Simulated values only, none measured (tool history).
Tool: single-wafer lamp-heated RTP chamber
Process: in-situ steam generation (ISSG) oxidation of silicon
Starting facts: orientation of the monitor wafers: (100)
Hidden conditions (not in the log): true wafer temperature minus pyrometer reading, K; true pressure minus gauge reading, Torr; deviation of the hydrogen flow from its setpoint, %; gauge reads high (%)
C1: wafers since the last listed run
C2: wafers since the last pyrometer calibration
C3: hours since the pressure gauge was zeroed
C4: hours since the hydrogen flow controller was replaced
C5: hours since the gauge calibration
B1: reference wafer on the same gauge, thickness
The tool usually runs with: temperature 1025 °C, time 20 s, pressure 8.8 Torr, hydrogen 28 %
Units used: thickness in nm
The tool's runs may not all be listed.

{"run": 1, "day": 0.0, "temperature": 1025, "time": 20, "pressure": 8.8, "hydrogen": 28, "C1": 0, "C2": 1727, "C3": 4632.1, "C4": 4471.3, "C5": 813.2, "B1": 7.139, "thickness": 6.318}
{"run": 2, "day": 1.271, "temperature": 1009, "time": 20, "pressure": 8.8, "hydrogen": 32, "C1": 495, "C2": 2223, "C3": 4662.6, "C4": 4501.8, "C5": 843.7, "B1": 7.136, "thickness": 6.044}
{"run": 3, "day": 1.779, "temperature": 1025, "time": 26, "pressure": 8.8, "hydrogen": 28, "C1": 198, "C2": 2421, "C3": 4674.8, "C4": 4514.0, "C5": 855.9, "B1": 7.129, "thickness": 7.165}
{"run": 4, "day": 2.658, "temperature": 1025, "time": 26, "pressure": 8.8, "hydrogen": 28, "C1": 342, "C2": 2764, "C3": 4695.9, "C4": 4535.1, "C5": 877.0, "B1": 7.126, "thickness": 7.202}
{"run": 5, "day": 3.504, "temperature": 1025, "time": 20, "pressure": 8.8, "hydrogen": 28, "C1": 329, "C2": 3094, "C3": 4716.2, "C4": 4555.4, "C5": 897.3, "B1": 7.126, "thickness": 6.312}
{"day": 3.988, "done": "pyrometer window cleaned and pyrometer calibrated"}
{"run": 6, "day": 4.217, "temperature": 1025, "time": 20, "pressure": 8.8, "hydrogen": 28, "C1": 147, "C2": 89, "C3": 4733.3, "C4": 4572.5, "C5": 914.4, "B1": 7.124, "thickness": 6.27}
{"run": 7, "day": 5.325, "temperature": 1025, "time": 20, "pressure": 8.8, "hydrogen": 28, "C1": 432, "C2": 521, "C3": 4759.9, "C4": 4599.1, "C5": 941.0, "B1": 7.116, "thickness": 6.269}
{"run": 8, "day": 6.604, "temperature": 1025, "time": 20, "pressure": 8.8, "hydrogen": 28, "C1": 498, "C2": 1020, "C3": 4790.6, "C4": 4629.8, "C5": 971.7, "B1": 7.109, "thickness": 6.293}
{"run": 9, "day": 7.662, "temperature": 1025, "time": 20, "pressure": 8.8, "hydrogen": 28, "C1": 412, "C2": 1433, "C3": 4816.0, "C4": 4655.2, "C5": 997.1, "B1": 7.104, "thickness": 6.269}
{"run": 10, "day": 8.829, "temperature": 1025, "time": 25, "pressure": 8.8, "hydrogen": 28, "C1": 454, "C2": 1888, "C3": 4844.0, "C4": 4683.2, "C5": 1025.1, "B1": 7.095, "thickness": 7.008}
{"run": 11, "day": 9.988, "temperature": 1025, "time": 25, "pressure": 8.8, "hydrogen": 28, "C1": 451, "C2": 2339, "C3": 4871.8, "C4": 4711.0, "C5": 1052.9, "B1": 7.095, "thickness": 7.017}
{"run": 12, "day": 11.017, "temperature": 1025, "time": 25, "pressure": 8.8, "hydrogen": 28, "C1": 401, "C2": 2741, "C3": 4896.5, "C4": 4735.7, "C5": 1077.6, "B1": 7.088, "thickness": 6.979}
{"day": 12.342, "done": "pyrometer window cleaned and pyrometer calibrated"}
{"run": 13, "day": 12.362, "temperature": 1025, "time": 20, "pressure": 8.8, "hydrogen": 28, "C1": 394, "C2": 8, "C3": 4928.8, "C4": 4768.0, "C5": 1109.9, "B1": 7.083, "thickness": 6.274}
{"run": 14, "day": 12.967, "temperature": 1025, "time": 20, "pressure": 7.4, "hydrogen": 28, "C1": 235, "C2": 243, "C3": 4943.3, "C4": 4782.5, "C5": 1124.4, "B1": 7.074, "thickness": 6.284}
{"run": 15, "day": 14.242, "temperature": 1040, "time": 26, "pressure": 8.8, "hydrogen": 20, "C1": 497, "C2": 741, "C3": 4973.9, "C4": 4813.1, "C5": 1155.0, "B1": 7.076, "thickness": 7.135}
{"run": 16, "day": 15.05, "temperature": 1025, "time": 20, "pressure": 8.8, "hydrogen": 28, "C1": 315, "C2": 1056, "C3": 4993.3, "C4": 4832.5, "C5": 1174.4, "B1": 7.067, "thickness": 6.232}
{"day": 15.133, "done": "gauge calibrated"}
{"run": 17, "day": 15.871, "temperature": 1025, "time": 13, "pressure": 8.2, "hydrogen": 21, "C1": 320, "C2": 1376, "C3": 5013.0, "C4": 4852.2, "C5": 17.7, "B1": 7.205, "thickness": 4.885}
{"run": 18, "day": 19.05, "temperature": 1042, "time": 20, "pressure": 7.8, "hydrogen": 23, "C1": 1239, "C2": 2615, "C3": 5089.3, "C4": 4928.5, "C5": 94.0, "B1": 7.214, "thickness": 6.7}
{"run": 19, "day": 20.367, "temperature": 1025, "time": 20, "pressure": 8.1, "hydrogen": 28, "C1": 513, "C2": 3129, "C3": 5120.9, "C4": 4960.1, "C5": 125.6, "B1": 7.208, "thickness": 6.411}
{"run": 20, "day": 21.867, "temperature": 1025, "time": 20, "pressure": 8.8, "hydrogen": 28, "C1": 584, "C2": 3713, "C3": 5156.9, "C4": 4996.1, "C5": 161.6, "B1": 7.209, "thickness": 6.38}
{"day": 22.621, "done": "pyrometer window cleaned and pyrometer calibrated"}
{"run": 21, "day": 22.888, "temperature": 1025, "time": 24, "pressure": 9.9, "hydrogen": 28, "C1": 268, "C2": 104, "C3": 5181.4, "C4": 5020.6, "C5": 186.1, "B1": 7.206, "thickness": 6.853}
{"run": 22, "day": 23.967, "temperature": 1030, "time": 17, "pressure": 8.8, "hydrogen": 20, "C1": 420, "C2": 524, "C3": 5207.3, "C4": 5046.5, "C5": 212.0, "B1": 7.21, "thickness": 5.565}
{"run": 23, "day": 24.525, "temperature": 1025, "time": 20, "pressure": 8.8, "hydrogen": 28, "C1": 217, "C2": 742, "C3": 5220.7, "C4": 5059.9, "C5": 225.4, "B1": 7.202, "thickness": 6.342}
{"run": 24, "day": 25.133, "temperature": 1025, "time": 20, "pressure": 7.5, "hydrogen": 28, "C1": 237, "C2": 979, "C3": 5235.3, "C4": 5074.5, "C5": 240.0, "B1": 7.208, "thickness": 6.402}
{"day": 25.696, "done": "pressure gauge zeroed"}
{"day": 26.338, "done": "hydrogen flow controller replaced"}
{"run": 25, "day": 26.579, "temperature": 1044, "time": 23, "pressure": 8.8, "hydrogen": 28, "C1": 303, "C2": 1283, "C3": 21.2, "C4": 5.8, "C5": 274.7, "B1": 7.2, "thickness": 7.537}
{"run": 26, "day": 27.6, "temperature": 1025, "time": 14, "pressure": 8.3, "hydrogen": 24, "C1": 398, "C2": 1681, "C3": 45.7, "C4": 30.3, "C5": 299.2, "B1": 7.205, "thickness": 5.187}
{"run": 27, "day": 29.321, "temperature": 1025, "time": 13, "pressure": 8.8, "hydrogen": 28, "C1": 670, "C2": 2352, "C3": 87.0, "C4": 71.6, "C5": 340.5, "B1": 7.199, "thickness": 5.195}
{"run": 28, "day": 30.579, "temperature": 1037, "time": 17, "pressure": 8.2, "hydrogen": 32, "C1": 490, "C2": 2843, "C3": 117.2, "C4": 101.8, "C5": 370.7, "B1": 7.199, "thickness": 6.498}
{"day": 32.962, "done": "pyrometer window cleaned and pyrometer calibrated"}
{"run": 29, "day": 33.292, "temperature": 1025, "time": 14, "pressure": 8.8, "hydrogen": 32, "C1": 927, "C2": 128, "C3": 182.3, "C4": 166.9, "C5": 435.8, "B1": 7.195, "thickness": 5.569}
{"run": 30, "day": 34.6, "temperature": 1025, "time": 20, "pressure": 8.8, "hydrogen": 28, "C1": 510, "C2": 638, "C3": 213.7, "C4": 198.3, "C5": 467.2, "B1": 7.186, "thickness": 6.34}
{"run": 31, "day": 35.992, "temperature": 1038, "time": 23, "pressure": 7.5, "hydrogen": 25, "C1": 542, "C2": 1181, "C3": 247.1, "C4": 231.7, "C5": 500.6, "B1": 7.185, "thickness": 7.116}
{"run": 32, "day": 36.762, "temperature": 1025, "time": 24, "pressure": 7.4, "hydrogen": 32, "C1": 300, "C2": 1481, "C3": 265.6, "C4": 250.2, "C5": 519.1, "B1": 7.182, "thickness": 7.297}

3 ways to go on from here, each from the tool as it stands after run 32. What would each give?
{"run": "A", "day": 36.779, "temperature": 1025, "time": 12, "pressure": 8.8, "hydrogen": 28, "C1": 6, "C2": 1488, "C3": 266.0, "C4": 250.6, "C5": 519.5, "B1": "?", "thickness": "?"}
{"run": "B", "day": 36.779, "temperature": 1025, "time": 20, "pressure": 9.4, "hydrogen": 28, "C1": 6, "C2": 1488, "C3": 266.0, "C4": 250.6, "C5": 519.5, "B1": "?", "thickness": "?"}
{"run": "C", "day": 36.779, "temperature": 1025, "time": 20, "pressure": 9.3, "hydrogen": 28, "C1": 6, "C2": 1488, "C3": 266.0, "C4": 250.6, "C5": 519.5, "B1": "?", "thickness": "?"}

run=A B1=7.181 thickness=4.988
run=B B1=7.181 thickness=6.270
run=C B1=7.181 thickness=6.282
Without the tool's unlogged condition, the same runs would have read:
run=A thickness=5.006
run=B thickness=6.293
run=C thickness=6.305

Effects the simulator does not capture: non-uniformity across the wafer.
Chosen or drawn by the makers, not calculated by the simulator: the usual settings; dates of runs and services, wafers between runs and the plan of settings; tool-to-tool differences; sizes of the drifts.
